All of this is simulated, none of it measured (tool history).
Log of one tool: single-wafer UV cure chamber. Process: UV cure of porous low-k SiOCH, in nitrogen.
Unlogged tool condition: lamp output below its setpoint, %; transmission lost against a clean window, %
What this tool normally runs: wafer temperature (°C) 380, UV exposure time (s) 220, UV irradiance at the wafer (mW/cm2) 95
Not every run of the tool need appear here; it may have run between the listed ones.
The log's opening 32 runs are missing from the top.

run	hour	wafer temperature (°C)	UV exposure time (s)	UV irradiance at the wafer (mW/cm2)	wafers since the last listed run	hours since the UV bulbs were replaced	wafers since the quartz window was cleaned	loss of film thickness in the cure (%)
33	3045.8	380	220	95	251	474.9	2380	12.595
34	3109.1	394	340	74	315	538.2	2696	13.715
35	3189.4	380	220	95	400	618.5	3097	12.603
36	3255.1	373	110	135	327	684.2	3425	10.565
37	3344.7	386	110	131	447	773.8	3872	10.604
# hour 3410.4: quartz window cleaned
38	3621.2	363	220	118	1339	1050.3	1051	13.366
39	3669.8	370	260	95	242	1098.9	1294	13.279
40	3758.8	380	255	77	444	1187.9	1738	12.371
41	3844.2	380	220	95	426	1273.3	2164	12.606
42	3923.7	380	140	115	396	1352.8	2561	11.213
43	3989.4	364	315	75	327	1418.5	2888	12.552
44	4078.9	387	220	83	446	1508	3335	12.049
# hour 4134.3: quartz window cleaned
45	4162.2	387	295	84	375	1591.3	139	13.723

3 ways to go on from here, each from the tool as it stands after run 45. What would each give?
A	4162.7	395	220	95	2	1591.8	141	?
B	4162.7	396	160	114	2	1591.8	141	?
C	4162.7	380	150	95	2	1591.8	141	?

run	loss of film thickness in the cure (%)
A	13.226
B	12.56
C	11.028
Without the tool's unlogged condition, the same runs would have read:
run	loss of film thickness in the cure (%)
A	13.398
B	12.73
C	11.194

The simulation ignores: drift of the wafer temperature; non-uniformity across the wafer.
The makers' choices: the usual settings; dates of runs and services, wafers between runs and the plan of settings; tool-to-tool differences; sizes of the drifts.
